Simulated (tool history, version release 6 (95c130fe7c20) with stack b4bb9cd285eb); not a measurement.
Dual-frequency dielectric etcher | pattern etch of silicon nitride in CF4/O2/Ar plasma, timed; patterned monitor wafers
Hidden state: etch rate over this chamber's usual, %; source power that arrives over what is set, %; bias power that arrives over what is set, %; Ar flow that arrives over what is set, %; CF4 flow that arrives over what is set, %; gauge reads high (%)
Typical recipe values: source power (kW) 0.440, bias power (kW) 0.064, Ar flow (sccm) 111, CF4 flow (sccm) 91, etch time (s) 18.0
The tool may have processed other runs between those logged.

run	hour	source power (kW)	bias power (kW)	Ar flow (sccm)	CF4 flow (sccm)	etch time (s)	wafers since the last listed run	hours since the last wet clean	hours since the last source power generator calibration	hours since the last bias power generator calibration	hours since the last Ar flow controller change	hours since the last CF4 flow controller change	hours since the last upper electrode change	hours since the gauge calibration	read-back reference wafer on the same gauge, depth_nm	mean etch depth across the wafer (nm)
1	0.0	0.520	0.064	111	91	18.0	0	490.5	3983.1	3385.4	921.8	3672.8	4055.9	797.9	42.08	39.65
# hour 52.4: wet clean of the chamber
# hour 96.9: gauge calibrated
2	213.6	0.520	0.064	111	91	18.0	3735	161.2	4196.7	3599.0	1135.4	3886.4	4269.5	116.7	42.10	39.47
3	317.5	0.480	0.064	111	91	18.0	2046	265.1	4300.6	3702.9	1239.3	3990.3	4373.4	220.6	42.07	36.60
4	369.1	0.480	0.064	111	91	18.0	1016	316.7	4352.2	3754.5	1290.9	4041.9	4425.0	272.2	42.11	36.23
5	448.7	0.480	0.064	111	91	18.0	1568	396.3	4431.8	3834.1	1370.5	4121.5	4504.6	351.8	42.09	36.57
6	533.5	0.440	0.064	111	91	18.0	1670	481.1	4516.6	3918.9	1455.3	4206.3	4589.4	436.6	42.11	33.31
# hour 586.2: wet clean of the chamber
# hour 638.1: upper electrode replaced
7	638.6	0.440	0.064	111	91	18.0	1124	52.4	4621.7	4024.0	1560.4	4311.4	0.5	541.7	42.09	33.40
8	663.1	0.440	0.064	111	91	18.0	482	76.9	4646.2	4048.5	1584.9	4335.9	25.0	566.2	42.11	33.38
# hour 670.7: bias power generator calibrated
9	742.2	0.440	0.064	111	91	18.0	1479	156.0	4725.3	71.5	1664.0	4415.0	104.1	645.3	42.08	33.38
# hour 793.2: CF4 flow controller replaced
# hour 936.7: gauge calibrated
10	941.4	0.400	0.064	111	91	18.0	3806	355.2	4924.5	270.7	1863.2	148.2	303.3	4.7	42.14	30.19
11	991.3	0.400	0.064	134	72	19.5	983	405.1	4974.4	320.6	1913.1	198.1	353.2	54.6	42.15	30.59
12	1052.1	0.540	0.078	111	83	18.0	1197	465.9	5035.2	381.4	1973.9	258.9	414.0	115.4	42.08	42.49
# hour 1070.6: Ar flow controller replaced
# hour 1156.0: wet clean of the chamber
13	1156.5	0.510	0.050	130	69	18.0	1465	0.5	5139.6	485.8	85.9	363.3	518.4	219.8	42.07	33.83
14	1186.8	0.440	0.064	111	91	18.0	596	30.8	5169.9	516.1	116.2	393.6	548.7	250.1	42.14	33.38
# hour 1219.8: source power generator calibrated
15	1223.6	0.440	0.064	111	79	18.0	646	67.6	3.8	552.9	153.0	430.4	585.5	286.9	42.11	34.29
16	1306.4	0.470	0.064	99	83	18.0	1631	150.4	86.6	635.7	235.8	513.2	668.3	369.7	42.08	37.28
17	1362.9	0.440	0.064	136	91	18.0	1113	206.9	143.1	692.2	292.3	569.7	724.8	426.2	42.13	34.25
18	1416.9	0.440	0.064	138	109	18.0	1063	260.9	197.1	746.2	346.3	623.7	778.8	480.2	42.08	35.22
19	1472.3	0.490	0.071	111	113	18.0	1091	316.3	252.5	801.6	401.7	679.1	834.2	535.6	42.11	41.09
20	1526.8	0.470	0.064	99	83	18.0	1073	370.8	307.0	856.1	456.2	733.6	888.7	590.1	42.11	36.80

Consider 5 possible next runs. They are alternatives, not a sequence: every one starts from the tool as it was left by run 20. What does each give?
A	1527.2	0.440	0.064	104	91	18.0	7	371.2	307.4	856.5	456.6	734.0	889.1	590.5	?	?
B	1527.2	0.390	0.071	139	81	18.0	7	371.2	307.4	856.5	456.6	734.0	889.1	590.5	?	?
C	1527.2	0.410	0.064	111	91	18.0	7	371.2	307.4	856.5	456.6	734.0	889.1	590.5	?	?
D	1527.2	0.380	0.064	139	69	18.0	7	371.2	307.4	856.5	456.6	734.0	889.1	590.5	?	?
E	1527.2	0.440	0.073	103	91	18.0	7	371.2	307.4	856.5	456.6	734.0	889.1	590.5	?	?

run	read-back reference wafer on the same gauge, depth_nm	mean etch depth across the wafer (nm)
A	42.08	34.92
B	42.08	30.22
C	42.08	32.30
D	42.08	27.62
E	42.08	36.14
With no hidden state in the tool, these same runs would have given:
run	mean etch depth across the wafer (nm)
A	35.33
B	30.58
C	32.68
D	27.95
E	36.57
